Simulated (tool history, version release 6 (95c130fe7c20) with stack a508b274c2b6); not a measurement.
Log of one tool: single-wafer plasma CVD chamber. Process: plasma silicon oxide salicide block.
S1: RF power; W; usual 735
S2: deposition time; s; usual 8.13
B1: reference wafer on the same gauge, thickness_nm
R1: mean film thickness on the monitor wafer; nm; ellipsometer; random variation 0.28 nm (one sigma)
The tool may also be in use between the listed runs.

{"run": 1, "day": 0.0, "S1": 735, "S2": 8.13, "B1": 82.976, "R1": 87.646}
{"run": 2, "day": 6.992, "S1": 735, "S2": 8.13, "B1": 82.978, "R1": 87.688}
{"run": 3, "day": 9.283, "S1": 735, "S2": 8.13, "B1": 82.967, "R1": 87.33}
{"run": 4, "day": 17.467, "S1": 735, "S2": 8.13, "B1": 82.953, "R1": 87.225}
{"run": 5, "day": 19.317, "S1": 735, "S2": 8.13, "B1": 83.069, "R1": 87.069}
{"run": 6, "day": 21.679, "S1": 735, "S2": 8.13, "B1": 82.99, "R1": 86.753}
{"run": 7, "day": 23.908, "S1": 735, "S2": 8.13, "B1": 82.981, "R1": 87.708}
{"run": 8, "day": 26.371, "S1": 735, "S2": 8.13, "B1": 82.993, "R1": 87.072}
{"run": 9, "day": 29.196, "S1": 735, "S2": 8.13, "B1": 83.002, "R1": 87.512}
{"run": 10, "day": 30.912, "S1": 825, "S2": 8.13, "B1": 83.022, "R1": 89.517}
{"run": 11, "day": 33.617, "S1": 735, "S2": 8.13, "B1": 82.996, "R1": 86.869}
{"run": 12, "day": 40.154, "S1": 665, "S2": 7.63, "B1": 82.961, "R1": 80.149}
{"run": 13, "day": 42.458, "S1": 645, "S2": 8.13, "B1": 83.01, "R1": 85.292}
{"run": 14, "day": 43.658, "S1": 735, "S2": 8.13, "B1": 82.952, "R1": 87.42}
{"run": 15, "day": 45.35, "S1": 735, "S2": 8.13, "B1": 82.969, "R1": 87.293}
{"run": 16, "day": 47.471, "S1": 735, "S2": 6.64, "B1": 82.977, "R1": 71.165}
{"run": 17, "day": 48.617, "S1": 685, "S2": 8.55, "B1": 83.006, "R1": 90.454}
{"run": 18, "day": 50.129, "S1": 865, "S2": 7.13, "B1": 83.012, "R1": 79.496}

Taken out of this log: 4 entries between the listed runs. Where each belongs, and how the hidden state differs across it:
Between runs 4 and 5: gauge calibrated (day 17.933)
  no hidden state differs between the two runs
Between runs 6 and 7: showerhead replaced (day 23.888)
  no hidden state differs between the two runs
Between runs 10 and 11: RF generator calibrated (day 31.412)
  no hidden state differs between the two runs
Between runs 13 and 14: gauge calibrated (day 42.55)
  no hidden state differs between the two runs
